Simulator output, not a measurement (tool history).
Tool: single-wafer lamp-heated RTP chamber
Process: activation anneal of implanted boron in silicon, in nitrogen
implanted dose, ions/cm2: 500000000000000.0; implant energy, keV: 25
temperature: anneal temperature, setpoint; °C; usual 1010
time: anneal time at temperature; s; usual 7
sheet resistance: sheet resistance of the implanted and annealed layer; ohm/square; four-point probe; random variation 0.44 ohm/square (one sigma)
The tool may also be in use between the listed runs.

run	hour	temperature	time	wafers since the last listed run	wafers since the last pyrometer calibration	wafers since the reflector plate was cleaned	hours since the gauge calibration	read-back reference wafer on the same gauge, sheet resistance	sheet resistance
1	0	1024	7	0	1663	6190	765.8	211.98	211
# hour 26: reflector plate cleaned
2	54.6	1024	7	941	2605	578	820.4	211.93	211.1
3	115.8	1024	7	1236	3841	1814	881.6	211.99	210.44
4	210.6	1010	7	1915	5756	3729	976.4	212	211.77
5	265.2	1010	7	1103	6859	4832	1031	211.94	212.12
# hour 319.3: pyrometer window cleaned and pyrometer calibrated
6	344.1	1010	4	1432	500	6265	1109.9	212.03	215.88
7	435	1010	7	1836	2336	8101	1200.8	212	211.86
# hour 468.6: reflector plate cleaned
8	527.2	1010	7	1701	4038	1184	1293	211.97	212.24
9	616.6	1010	7	1806	5844	2990	1382.4	212	211.63
# hour 690.2: pyrometer window cleaned and pyrometer calibrated
10	690.7	1010	7	1335	10	4325	1456.5	211.96	214.83
# hour 862.4: gauge calibrated
# hour 914.5: reflector plate cleaned
11	993.4	1010	7	5953	5964	1594	131	211.97	212.3
12	1032.5	1038	7	789	6754	2384	170.1	212.1	209.37
13	1082.2	999	5	1004	7758	3388	219.8	211.94	215.95
# hour 1114.3: pyrometer window cleaned and pyrometer calibrated
14	1173.6	1010	6	1684	1197	5073	311.2	212.05	215
# hour 1270.3: reflector plate cleaned
15	1440.4	1038	9	5228	6426	3436	578	211.99	208.57
# hour 1515.2: pyrometer window cleaned and pyrometer calibrated
16	1535.1	985	4	1751	402	5187	672.7	211.97	230.73
17	1577.8	994	7	862	1264	6050	715.4	211.94	219.39
18	1648.1	1023	9	1420	2685	7470	785.7	211.97	210.33
# hour 1710.6: reflector plate cleaned
19	1711.1	1038	7	1111	3796	10	848.7	212.03	208.35
20	1792.6	982	9	1646	5442	1657	930.2	212	221.42
# hour 1867.9: pyrometer window cleaned and pyrometer calibrated
21	1886.8	1010	7	1741	381	3399	1024.4	212.05	213.74
22	1940.7	988	7	1088	1470	4487	1078.3	212.03	223.08

Some steps in sheet resistance between neighbouring runs. How much of each would the tool show without its hidden state too (settings, what came in, random variation), and how much is left for the hidden state, with any gauge scatter that isn't in both results?
The hidden state here: true wafer temperature minus pyrometer reading, K; wafer temperature error from the tarnished reflector plate, K; gauge reads high (%).
Run 15 -> 16: temperature 1038 -> 985, time 9 -> 4, pyrometer window cleaned and pyrometer calibrated. sheet resistance +22.16 ohm/square: hidden state -1.97, all else +24.13.
Run 19 -> 20: temperature 1038 -> 982, time 7 -> 9. sheet resistance +13.07 ohm/square: hidden state -9.71, all else +22.78.
Run 20 -> 21: temperature 982 -> 1010, time 9 -> 7, pyrometer window cleaned and pyrometer calibrated. sheet resistance -7.68 ohm/square: hidden state +9.73, all else -17.41.
